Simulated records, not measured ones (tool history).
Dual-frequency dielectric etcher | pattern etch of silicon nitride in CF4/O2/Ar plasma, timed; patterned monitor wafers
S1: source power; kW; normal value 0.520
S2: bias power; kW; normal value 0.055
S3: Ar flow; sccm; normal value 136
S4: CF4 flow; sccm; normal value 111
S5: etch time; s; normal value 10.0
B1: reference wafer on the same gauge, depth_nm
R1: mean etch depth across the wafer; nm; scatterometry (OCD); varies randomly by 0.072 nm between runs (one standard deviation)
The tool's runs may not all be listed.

run,day,S1,S2,S3,S4,S5,B1,R1
1,0.000,0.520,0.055,136,111,10.0,23.22,18.82
# day 0.846: Ar flow controller replaced
# day 1.029: bias power generator calibrated
2,1.050,0.520,0.061,136,111,10.0,23.19,19.56
3,1.746,0.520,0.061,136,111,10.0,23.21,19.52
# day 2.904: gauge calibrated
4,2.954,0.520,0.061,136,111,10.0,23.21,19.59
# day 4.271: wet clean of the chamber
5,4.292,0.520,0.055,136,100,11.0,23.17,21.26
6,4.779,0.520,0.055,136,111,10.0,23.22,19.52
# day 5.675: source power generator calibrated
7,6.008,0.600,0.055,157,111,10.0,23.24,21.94
8,7.017,0.520,0.055,136,111,10.0,23.23,19.51
9,7.733,0.520,0.067,146,111,10.0,23.21,20.49
10,8.446,0.520,0.055,136,132,10.0,23.16,19.91
11,9.525,0.520,0.068,109,111,10.0,23.20,21.79
12,10.550,0.520,0.061,136,138,10.0,23.21,20.58
13,11.267,0.520,0.051,111,111,10.0,23.20,19.52
# day 12.921: CF4 flow controller replaced
14,12.942,0.520,0.055,105,96,10.0,23.22,19.79
15,13.400,0.520,0.055,121,111,12.5,23.20,24.74
16,14.329,0.430,0.055,158,122,10.0,23.24,15.53
17,15.696,0.520,0.064,136,139,10.0,23.21,20.81
18,16.279,0.520,0.055,136,111,10.0,23.17,19.07
19,17.117,0.480,0.055,136,111,10.0,23.20,17.43
20,18.242,0.520,0.060,122,111,10.0,23.19,20.02
21,19.438,0.520,0.055,136,111,10.0,23.20,19.01
# day 21.462: gauge calibrated
22,21.654,0.520,0.055,136,111,10.0,23.20,18.86

Some steps in R1, run to run, broken into two amounts with sign: the step expected even without the hidden condition (settings, incoming material, random variation), and the rest, left for the hidden condition together with whatever gauge scatter is not in both the measured and the hidden-condition-free result:
Hidden state present: etch rate over this chamber's usual, %; source power that arrives over what is set, %; bias power that arrives over what is set, %; Ar flow that arrives over what is set, %; CF4 flow that arrives over what is set, %; gauge reads high (%).
Run 4 -> 5: S2 0.061 -> 0.055, S4 111 -> 100, S5 10.0 -> 11.0, wet clean of the chamber. R1 +1.67 nm: hidden state +0.76, all else +0.91.
Run 15 -> 16: S1 0.520 -> 0.430, S3 121 -> 158, S4 111 -> 122, S5 12.5 -> 10.0. R1 -9.21 nm: hidden state +0.14, all else -9.35.
Run 16 -> 17: S1 0.430 -> 0.520, S2 0.055 -> 0.064, S3 158 -> 136, S4 122 -> 139. R1 +5.28 nm: hidden state -0.16, all else +5.44.

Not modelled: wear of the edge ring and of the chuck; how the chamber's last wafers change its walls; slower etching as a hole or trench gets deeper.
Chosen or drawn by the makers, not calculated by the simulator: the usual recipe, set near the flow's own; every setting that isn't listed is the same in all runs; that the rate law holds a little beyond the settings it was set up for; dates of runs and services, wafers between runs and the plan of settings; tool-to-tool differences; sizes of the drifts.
